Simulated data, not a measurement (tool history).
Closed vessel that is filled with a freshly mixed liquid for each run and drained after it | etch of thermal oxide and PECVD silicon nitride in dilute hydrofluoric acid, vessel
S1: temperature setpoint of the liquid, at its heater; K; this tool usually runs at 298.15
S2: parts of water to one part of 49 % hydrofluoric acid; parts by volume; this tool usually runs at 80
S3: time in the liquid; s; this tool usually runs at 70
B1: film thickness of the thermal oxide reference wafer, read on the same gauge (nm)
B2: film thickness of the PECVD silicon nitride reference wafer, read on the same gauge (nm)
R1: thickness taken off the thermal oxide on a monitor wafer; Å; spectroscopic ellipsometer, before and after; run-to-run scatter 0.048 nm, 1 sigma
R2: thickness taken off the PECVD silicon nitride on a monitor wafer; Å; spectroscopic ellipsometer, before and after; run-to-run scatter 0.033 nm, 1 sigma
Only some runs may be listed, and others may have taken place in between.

run,day,S1,S2,S3,B1,B2,R1,R2
1,0,298.15,80,70,70.018,140.003,47.49,26.72
# day 0.362: thermometer replaced
2,1.096,298.15,80,70,69.952,139.992,51.34,31.92
3,1.758,298.15,80,70,69.999,140.015,51.48,31.78
4,2.992,298.15,80,70,70.012,139.965,51.42,31.35
# day 3.792: hydrofluoric acid flow meter replaced
5,3.95,298.15,80,70,70.006,139.996,51.07,31.85
6,4.929,298.15,80,70,69.98,140.014,51.14,31.66
7,6.212,300.15,80,70,69.973,140.027,55.76,35.94
8,6.871,298.15,80,70,70.013,140.009,51.15,31.91
9,7.821,298.15,80,70,69.941,139.982,51.08,31.89
10,8.746,298.15,80,70,69.991,139.986,51.33,30.81
# day 9.342: gauge calibrated
11,9.817,295.65,50,70,70.007,140.005,76.99,42.48
12,10.392,300.65,45,55,69.966,140.015,82.78,51.29
13,10.917,298.15,115,45,70.003,140,21.73,14.05
14,11.692,298.15,80,70,69.948,139.972,51.01,30.93
15,12.612,298.15,80,45,69.998,140.019,32.92,19.98
16,13.654,296.15,65,110,70.002,139.995,92.88,52.32
17,14.517,300.65,80,85,69.971,139.981,68.29,44.57

Run 18 is up next; what results do you expect?
18,15.621,302.15,45,110,?,?,?,?

Run 18 produced B1 69.953, B2 140.004, R1 174.43 Å, R2 111.35 Å.
Had the tool carried no hidden state, the very same run would have given R1 179.29 Å, R2 116.48 Å.
